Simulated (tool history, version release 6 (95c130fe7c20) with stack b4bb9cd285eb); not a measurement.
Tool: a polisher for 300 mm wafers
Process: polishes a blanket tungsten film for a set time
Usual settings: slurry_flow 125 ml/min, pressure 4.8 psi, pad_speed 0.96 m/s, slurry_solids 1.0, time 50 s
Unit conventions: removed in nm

run,day,slurry_flow,pressure,pad_speed,slurry_solids,time,wafers since the last listed run,wafers polished on this pad,hours since the slurry nozzle was cleaned,hours since the head pressure was calibrated,hours since the slurry blender was calibrated,hours since the slurry got fresh peroxide,"incoming thickness of the incoming film, nm",removed
1,0.000,125,5.7,0.96,1.0,50,0,804,594.1,613.0,34.9,158.2,853.6,252.3
# day 0.058: worn pad replaced by a new one
2,0.438,125,5.7,0.96,1.0,50,87,87,604.6,623.5,45.4,168.7,834.1,250.3
3,0.942,125,4.8,0.96,1.0,50,116,203,616.7,635.6,57.5,180.8,840.0,213.1
4,1.529,125,4.8,0.96,1.0,50,135,339,630.8,649.7,71.6,194.9,847.5,211.1
5,1.846,125,4.8,0.96,1.0,50,72,412,638.4,657.3,79.2,202.5,837.0,210.0
# day 2.267: slurry tank refilled with fresh slurry and peroxide
# day 2.629: slurry blender recalibrated
6,2.650,125,4.8,0.96,1.0,50,156,568,657.7,676.6,0.5,9.2,839.5,210.0
# day 2.883: head pressure recalibrated
7,3.000,125,4.8,0.96,1.0,50,61,630,666.1,2.8,8.9,17.6,849.7,207.8
# day 3.246: slurry nozzle cleaned
# day 3.379: worn pad replaced by a new one
8,3.467,145,4.8,0.96,1.0,37,67,19,5.3,14.0,20.1,28.8,862.1,194.7
9,4.188,125,4.8,0.64,1.0,50,166,186,22.6,31.3,37.4,46.1,849.6,165.8
10,4.750,125,4.8,0.96,1.0,50,129,315,36.1,44.8,50.9,59.6,851.8,250.2
11,5.212,85,4.8,0.96,1.0,44,106,422,47.2,55.9,62.0,70.7,844.0,196.4
12,6.038,125,4.8,0.96,1.0,50,190,612,67.0,75.7,81.8,90.5,840.8,249.6
# day 6.333: slurry blender recalibrated
13,6.612,155,4.8,0.96,1.0,50,113,725,80.8,89.5,6.7,104.3,867.7,260.9
14,7.096,125,4.8,0.96,1.0,50,111,837,92.4,101.1,18.3,115.9,831.8,248.1

Some steps in removed, run to run, broken into two amounts with sign: the step expected even without the hidden condition (settings, incoming material, random variation), and the rest, left for the hidden condition together with whatever gauge scatter is not in both the measured and the hidden-condition-free result:
Unlogged tool condition in this case: removal rate lost through wear of the pad, %; slurry flow missing at the pad, %; deviation of the head's pressure from its setpoint, %; abrasive missing from the slurry, %; peroxide lost from the slurry, %.
Run 7 -> 8: slurry_flow 125 -> 145, time 50 -> 37, slurry nozzle cleaned, worn pad replaced by a new one. removed -13.1 nm: hidden state +47.1, all else -60.2.
Run 9 -> 10: pad_speed 0.64 -> 0.96. removed +84.4 nm: hidden state -2.6, all else +87.0.
